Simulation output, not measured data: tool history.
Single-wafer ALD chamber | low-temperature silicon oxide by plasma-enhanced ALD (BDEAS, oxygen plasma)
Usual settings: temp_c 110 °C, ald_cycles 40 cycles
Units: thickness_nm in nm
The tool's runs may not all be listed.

run   hour  temp_c  ald_cycles  read-back reference wafer on the same gauge, thickness_nm  thickness_nm
  1    0.0     110          40                                                      5.650         5.560
  2   13.2     110          40                                                      5.651         5.593
  3   28.4     110          40                                                      5.648         5.594
  4   35.9     110          40                                                      5.647         5.584
  5   50.4     110          40                                                      5.650         5.574
  6   65.5     110          40                                                      5.651         5.588
  7  110.6     110          40                                                      5.651         5.590
     123.3  -- thermocouple changed; heater temperature recalibrated
  8  123.8     110          34                                                      5.649         4.747
  9  129.6     110          34                                                      5.653         4.751
     131.6  -- gauge calibrated
 10  147.2     110          34                                                      5.652         4.744
 11  157.3     114          40                                                      5.656         5.550
 12  163.3     114          40                                                      5.648         5.549
 13  171.1     110          40                                                      5.645         5.580
 14  182.6     110          34                                                      5.644         4.748
 15  198.6     105          47                                                      5.648         6.613
 16  215.6     103          42                                                      5.655         5.930
 17  222.2     102          40                                                      5.657         5.637
 18  234.1     110          40                                                      5.652         5.585
 19  241.5     120          38                                                      5.647         5.226
 20  248.5     110          40                                                      5.648         5.600
 21  262.2     106          33                                                      5.652         4.642
 22  271.7     125          37                                                      5.647         5.052
 23  288.0     125          45                                                      5.650         6.149
 24  294.3     123          34                                                      5.651         4.648
 25  301.7     124          36                                                      5.648         4.939

3 ways to go on from here, each from the tool as it stands after run 25. What would each give?
  A  302.2     110          44                                                          ?             ?
  B  302.2     124          34                                                          ?             ?
  C  302.2     101          45                                                          ?             ?

run  read-back reference wafer on the same gauge, thickness_nm  thickness_nm
  A                                                      5.653         6.164
  B                                                      5.653         4.654
  C                                                      5.653         6.397
Without the tool's hidden state the same runs would have given:
run  thickness_nm
  A         6.164
  B         4.654
  C         6.397
